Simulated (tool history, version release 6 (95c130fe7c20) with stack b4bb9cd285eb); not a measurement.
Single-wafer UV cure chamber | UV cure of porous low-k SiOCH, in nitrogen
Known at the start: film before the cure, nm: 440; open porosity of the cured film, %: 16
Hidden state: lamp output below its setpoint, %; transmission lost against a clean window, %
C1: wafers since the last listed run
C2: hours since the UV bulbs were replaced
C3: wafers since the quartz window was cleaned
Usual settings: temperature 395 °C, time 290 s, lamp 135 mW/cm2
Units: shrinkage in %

Run 1, hour 0.0: usual settings; C1 0; C2 2084.6; C3 777. Result: shrinkage 13.232 %.
Run 2, hour 33.1: usual settings; C1 193; C2 2117.7; C3 970. Result: shrinkage 13.051 %.
At hour 60.4: quartz window cleaned.
Run 3, hour 108.9: usual settings; C1 396; C2 2193.5; C3 283. Result: shrinkage 13.393 %.
Run 4, hour 130.2: usual settings; C1 124; C2 2214.8; C3 408. Result: shrinkage 13.207 %.
Run 5, hour 151.8: usual settings; C1 126; C2 2236.4; C3 534. Result: shrinkage 13.128 %.
Run 6, hour 181.6: usual settings; C1 174; C2 2266.2; C3 708. Result: shrinkage 13.107 %.
Run 7, hour 215.4: usual settings; C1 197; C2 2300.0; C3 906. Result: shrinkage 12.901 %.
Run 8, hour 236.8: usual settings; C1 125; C2 2321.4; C3 1031. Result: shrinkage 13.106 %.
At hour 249.9: UV bulbs replaced.
Run 9, hour 257.8: usual settings; C1 75; C2 7.9; C3 1107. Result: shrinkage 13.204 %.
Run 10, hour 282.8: usual settings but temperature 401 °C, time 425 s, lamp 174 mW/cm2; C1 146; C2 32.9; C3 1253. Result: shrinkage 16.388 %.
At hour 306.3: quartz window cleaned.
Run 11, hour 318.2: usual settings but temperature 404 °C, time 140 s, lamp 174 mW/cm2; C1 160; C2 68.3; C3 69. Result: shrinkage 11.482 %.
Run 12, hour 331.9: usual settings but time 125 s, lamp 167 mW/cm2; C1 80; C2 82.0; C3 149. Result: shrinkage 10.602 %.
Run 13, hour 348.6: usual settings; C1 97; C2 98.7; C3 247. Result: shrinkage 13.483 %.
Run 14, hour 374.2: usual settings but temperature 380 °C, time 380 s, lamp 155 mW/cm2; C1 149; C2 124.3; C3 396. Result: shrinkage 14.974 %.
Run 15, hour 398.7: usual settings; C1 143; C2 148.8; C3 540. Result: shrinkage 13.461 %.
Run 16, hour 411.9: usual settings but temperature 402 °C, time 140 s; C1 77; C2 162.0; C3 617. Result: shrinkage 9.968 %.

Forecast each of these 5 alternatives for the next run:
Run A, hour 412.3: usual settings; C1 2; C2 162.4; C3 619. Result: shrinkage ?.
Run B, hour 412.3: usual settings but temperature 383 °C, time 205 s, lamp 117 mW/cm2; C1 2; C2 162.4; C3 619. Result: shrinkage ?.
Run C, hour 412.3: usual settings but temperature 400 °C, time 140 s, lamp 154 mW/cm2; C1 2; C2 162.4; C3 619. Result: shrinkage ?.
Run D, hour 412.3: usual settings but temperature 400 °C, time 210 s; C1 2; C2 162.4; C3 619. Result: shrinkage ?.
Run E, hour 412.3: usual settings but temperature 410 °C, time 165 s, lamp 167 mW/cm2; C1 2; C2 162.4; C3 619. Result: shrinkage ?.

run  shrinkage
  A     13.137
  B     10.586
  C     10.405
  D     11.677
  E     11.722
Without the tool's hidden state the same runs would have given:
run  shrinkage
  A     13.786
  B     11.197
  C     11.013
  D     12.306
  E     12.352
